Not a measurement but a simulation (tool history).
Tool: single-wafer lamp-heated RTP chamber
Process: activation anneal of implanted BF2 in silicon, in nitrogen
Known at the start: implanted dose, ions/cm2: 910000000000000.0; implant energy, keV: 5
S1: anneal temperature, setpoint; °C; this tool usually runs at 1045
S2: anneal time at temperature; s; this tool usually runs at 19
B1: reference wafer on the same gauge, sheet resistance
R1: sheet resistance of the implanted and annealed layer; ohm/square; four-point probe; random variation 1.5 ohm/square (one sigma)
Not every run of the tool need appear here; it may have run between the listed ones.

| run | day | S1 | S2 | B1 | R1 |
|---|---|---|---|---|---|
| 1 | 0 | 1045 | 19 | 204.07 | 245.03 |
|  | 1.279 | reflector plate cleaned |
| 2 | 4.496 | 1045 | 19 | 203.78 | 237.18 |
| 3 | 7.85 | 1045 | 19 | 204.2 | 238.31 |
| 4 | 11.879 | 1057 | 19 | 203.8 | 220.44 |
|  | 13.942 | pyrometer window cleaned and pyrometer calibrated |
| 5 | 15.692 | 1057 | 19 | 204.04 | 231.54 |
| 6 | 18.975 | 1057 | 19 | 204.16 | 224.18 |
| 7 | 22.112 | 1038 | 10 | 203.89 | 277.72 |
|  | 25.154 | reflector plate cleaned |
| 8 | 26.021 | 1038 | 10 | 204.07 | 272.17 |
|  | 27.225 | gauge calibrated |
| 9 | 29.029 | 1038 | 10 | 203.73 | 275.38 |
|  | 31.525 | pyrometer window cleaned and pyrometer calibrated |
| 10 | 33.446 | 1051 | 23 | 204.02 | 235.23 |
| 11 | 35.175 | 1051 | 23 | 203.68 | 230.82 |
| 12 | 38.512 | 1034 | 15 | 203.7 | 267.43 |
| 13 | 40.771 | 1045 | 19 | 204.06 | 238.58 |
| 14 | 43.679 | 1062 | 8 | 204.03 | 253.71 |
|  | 46.425 | pyrometer window cleaned and pyrometer calibrated |
| 15 | 46.733 | 1038 | 10 | 203.55 | 295.77 |
| 16 | 50.929 | 1045 | 12 | 204.15 | 260.73 |
|  | 54.538 | reflector plate cleaned |
| 17 | 55.217 | 1045 | 24 | 204.22 | 229.87 |
| 18 | 56.804 | 1029 | 28 | 204.13 | 245.17 |
| 19 | 58.383 | 1026 | 30 | 204.39 | 241.51 |
| 20 | 61.833 | 1045 | 10 | 204.01 | 263.51 |
|  | 62.933 | pyrometer window cleaned and pyrometer calibrated |
| 21 | 66.029 | 1071 | 10 | 203.82 | 242.86 |
| 22 | 68.7 | 1031 | 14 | 204.3 | 278.74 |
| 23 | 71.779 | 1045 | 19 | 203.99 | 239.77 |
| 24 | 74.212 | 1038 | 10 | 203.84 | 277.71 |
| 25 | 77.729 | 1033 | 9 | 204.08 | 290.82 |

Each row is a separate what-if for the run after 25, all from the same tool condition, not one after another. Results?
| A | 77.746 | 1045 | 19 | ? | ? |
| B | 77.746 | 1070 | 19 | ? | ? |
| C | 77.746 | 1045 | 25 | ? | ? |
| D | 77.746 | 1070 | 22 | ? | ? |
| E | 77.746 | 1061 | 11 | ? | ? |

| run | B1 | R1 |
|---|---|---|
| A | 204.09 | 236.79 |
| B | 204.09 | 204.88 |
| C | 204.09 | 227.04 |
| D | 204.09 | 197.99 |
| E | 204.09 | 240.52 |
Take away the tool's hidden state, keep each run's random variation, and the runs would have read:
| run | R1 |
|---|---|
| A | 253.13 |
| B | 219.69 |
| C | 242.93 |
| D | 213.48 |
| E | 254.42 |
